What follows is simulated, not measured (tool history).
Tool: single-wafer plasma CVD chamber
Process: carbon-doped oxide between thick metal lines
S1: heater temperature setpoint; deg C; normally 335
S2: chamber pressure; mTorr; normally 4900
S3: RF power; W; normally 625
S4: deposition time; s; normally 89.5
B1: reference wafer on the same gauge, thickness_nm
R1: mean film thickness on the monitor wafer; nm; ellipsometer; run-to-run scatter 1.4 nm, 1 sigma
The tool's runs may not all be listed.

run 1 day=0.000 | S1=332 S2=4900 S3=625 S4=89.5 | B1=529.953 | R1=537.418
run 2 day=1.058 | S1=343 S2=4900 S3=625 S4=89.5 | B1=529.974 | R1=517.969
run 3 day=3.788 | S1=335 S2=4900 S3=625 S4=89.5 | B1=530.182 | R1=530.682
run 4 day=5.175 | S1=335 S2=4900 S3=625 S4=89.5 | B1=530.036 | R1=531.651
run 5 day=6.908 | S1=335 S2=4900 S3=625 S4=89.5 | B1=530.057 | R1=529.825
run 6 day=9.267 | S1=335 S2=4070 S3=625 S4=101.7 | B1=530.144 | R1=592.287
run 7 day=10.667 | S1=335 S2=5470 S3=625 S4=89.5 | B1=530.259 | R1=538.925
run 8 day=13.325 | S1=335 S2=5270 S3=570 S4=89.5 | B1=529.478 | R1=512.866
-- day=13.538 gauge calibrated
run 9 day=14.742 | S1=335 S2=5270 S3=570 S4=89.5 | B1=530.366 | R1=511.249
run 10 day=16.446 | S1=335 S2=4900 S3=625 S4=89.5 | B1=529.855 | R1=526.300
run 11 day=18.454 | S1=320 S2=5700 S3=705 S4=74.4 | B1=529.973 | R1=500.875
-- day=21.121 RF generator calibrated
run 12 day=21.142 | S1=348 S2=5960 S3=570 S4=76.7 | B1=530.171 | R1=419.560
run 13 day=22.904 | S1=335 S2=5330 S3=625 S4=89.5 | B1=529.925 | R1=523.732
run 14 day=24.733 | S1=335 S2=4900 S3=625 S4=89.5 | B1=529.881 | R1=516.221
-- day=25.433 thermocouple changed; heater temperature recalibrated
-- day=25.642 RF generator calibrated, repeated, since the last time left the tool worse
-- day=25.708 showerhead replaced
run 15 day=26.783 | S1=335 S2=4900 S3=665 S4=89.5 | B1=529.386 | R1=556.387
-- day=27.154 capacitance manometer re-zeroed and calibrated
run 16 day=27.988 | S1=342 S2=3970 S3=725 S4=94.5 | B1=529.630 | R1=581.027
run 17 day=29.683 | S1=345 S2=4900 S3=530 S4=89.5 | B1=530.364 | R1=483.461
run 18 day=32.554 | S1=335 S2=5270 S3=570 S4=89.5 | B1=529.830 | R1=520.459
run 19 day=34.175 | S1=327 S2=5870 S3=625 S4=79.0 | B1=530.148 | R1=499.178
run 20 day=36.800 | S1=335 S2=3730 S3=625 S4=75.6 | B1=529.906 | R1=441.972

4 ways to go on from here, each from the tool as it stands after run 20. What would each give?
run A day=36.817 | S1=335 S2=4120 S3=625 S4=89.5 | B1=? | R1=?
run B day=36.817 | S1=335 S2=4900 S3=625 S4=73.1 | B1=? | R1=?
run C day=36.817 | S1=328 S2=4900 S3=625 S4=89.5 | B1=? | R1=?
run D day=36.817 | S1=335 S2=6020 S3=625 S4=106.2 | B1=? | R1=?

run=A B1=529.768 R1=529.662
run=B B1=529.768 R1=441.747
run=C B1=529.768 R1=553.728
run=D B1=529.768 R1=655.194
What these runs would have given with no unlogged condition in the tool:
run=A R1=531.197
run=B R1=443.027
run=C R1=555.332
run=D R1=657.093

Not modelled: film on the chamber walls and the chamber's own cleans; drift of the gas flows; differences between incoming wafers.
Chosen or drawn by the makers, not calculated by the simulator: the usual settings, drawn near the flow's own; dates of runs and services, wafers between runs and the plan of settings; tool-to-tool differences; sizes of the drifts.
